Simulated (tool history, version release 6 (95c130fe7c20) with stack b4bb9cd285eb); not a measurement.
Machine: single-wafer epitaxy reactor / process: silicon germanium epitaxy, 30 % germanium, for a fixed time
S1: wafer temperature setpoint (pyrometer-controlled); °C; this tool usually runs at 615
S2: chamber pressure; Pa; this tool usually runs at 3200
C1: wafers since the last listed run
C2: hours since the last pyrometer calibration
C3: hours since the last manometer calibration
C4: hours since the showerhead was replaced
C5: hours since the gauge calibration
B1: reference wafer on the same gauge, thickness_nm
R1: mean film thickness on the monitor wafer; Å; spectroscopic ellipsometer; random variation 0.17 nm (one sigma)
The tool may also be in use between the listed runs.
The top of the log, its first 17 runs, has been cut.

At hour 823.5: capacitance manometer re-zeroed and calibrated.
Run 18, hour 839: usual settings but S1 610 °C, S2 2906 Pa; C1 852; C2 1251.9; C3 15.5; C4 2107.8; C5 743.2; B1 71.809. Result: R1 683.99 Å.
Run 19, hour 865.1: usual settings but S1 607 °C, S2 2986 Pa; C1 363; C2 1278; C3 41.6; C4 2133.9; C5 769.3; B1 71.809. Result: R1 655.4 Å.
Run 20, hour 909.8: usual settings; C1 622; C2 1322.7; C3 86.3; C4 2178.6; C5 814; B1 71.814. Result: R1 802.15 Å.
Run 21, hour 937.2: usual settings but S1 623 °C, S2 2426 Pa; C1 381; C2 1350.1; C3 113.7; C4 2206; C5 841.4; B1 71.766. Result: R1 788.97 Å.
Run 22, hour 996.5: usual settings but S1 625 °C, S2 3560 Pa; C1 825; C2 1409.4; C3 173; C4 2265.3; C5 900.7; B1 71.798. Result: R1 1040.51 Å.
Run 23, hour 1050.6: usual settings but S1 611 °C, S2 2693 Pa; C1 753; C2 1463.5; C3 227.1; C4 2319.4; C5 954.8; B1 71.822. Result: R1 664.61 Å.
At hour 1065: pyrometer calibrated.
Run 24, hour 1110.6: usual settings but S1 610 °C, S2 2906 Pa; C1 724; C2 45.6; C3 287.1; C4 2379.4; C5 1014.8; B1 71.814. Result: R1 703.8 Å.
Run 25, hour 1175: usual settings but S1 625 °C, S2 2586 Pa; C1 896; C2 110; C3 351.5; C4 2443.8; C5 1079.2; B1 71.786. Result: R1 881.64 Å.
Run 26, hour 1323.1: usual settings but S1 611 °C, S2 2693 Pa; C1 2062; C2 258.1; C3 499.6; C4 2591.9; C5 1227.3; B1 71.805. Result: R1 680.59 Å.
At hour 1354.9: showerhead replaced.
Run 27, hour 1355.4: usual settings but S1 607 °C, S2 2986 Pa; C1 338; C2 290.4; C3 531.9; C4 0.5; C5 1259.6; B1 71.824. Result: R1 665.94 Å.
At hour 1367.8: gauge calibrated.
Run 28, hour 1401.4: usual settings but S1 610 °C, S2 2640 Pa; C1 640; C2 336.4; C3 577.9; C4 46.5; C5 33.6; B1 71.789. Result: R1 658.69 Å.
Run 29, hour 1453.4: usual settings but S1 627 °C, S2 2546 Pa; C1 724; C2 388.4; C3 629.9; C4 98.5; C5 85.6; B1 71.838. Result: R1 898 Å.
Run 30, hour 1479.3: usual settings but S1 621 °C; C1 360; C2 414.3; C3 655.8; C4 124.4; C5 111.5; B1 71.779. Result: R1 921.8 Å.
Run 31, hour 1660.3: usual settings but S1 622 °C, S2 2773 Pa; C1 2521; C2 595.3; C3 836.8; C4 305.4; C5 292.5; B1 71.826. Result: R1 859.08 Å.
Run 32, hour 1685.2: usual settings; C1 346; C2 620.2; C3 861.7; C4 330.3; C5 317.4; B1 71.793. Result: R1 810.38 Å.
Run 33, hour 1745.9: usual settings but S1 627 °C; C1 845; C2 680.9; C3 922.4; C4 391; C5 378.1; B1 71.817. Result: R1 1027.01 Å.
Run 34, hour 1779.2: usual settings but S1 609 °C, S2 2706 Pa; C1 463; C2 714.2; C3 955.7; C4 424.3; C5 411.4; B1 71.799. Result: R1 651.07 Å.

Predict each of these 5 candidate next runs independently; none follows another, all start after run 34:
Run A, hour 1779.6: usual settings but S2 2786 Pa; C1 5; C2 714.6; C3 956.1; C4 424.7; C5 411.8; B1 ?. Result: R1 ?.
Run B, hour 1779.6: usual settings but S1 603 °C, S2 2853 Pa; C1 5; C2 714.6; C3 956.1; C4 424.7; C5 411.8; B1 ?. Result: R1 ?.
Run C, hour 1779.6: usual settings but S1 625 °C, S2 2626 Pa; C1 5; C2 714.6; C3 956.1; C4 424.7; C5 411.8; B1 ?. Result: R1 ?.
Run D, hour 1779.6: usual settings but S1 620 °C, S2 2680 Pa; C1 5; C2 714.6; C3 956.1; C4 424.7; C5 411.8; B1 ?. Result: R1 ?.
Run E, hour 1779.6: usual settings but S1 619 °C, S2 2600 Pa; C1 5; C2 714.6; C3 956.1; C4 424.7; C5 411.8; B1 ?. Result: R1 ?.

run      B1      R1
  A  71.784  745.17
  B  71.784  591.39
  C  71.784  875.62
  D  71.784  803.52
  E  71.784  772.27
With the hidden condition removed and each run's random variation left untouched, the same runs would have given:
run      R1
  A  752.32
  B  597.45
  C  883.57
  D  811.01
  E  779.51
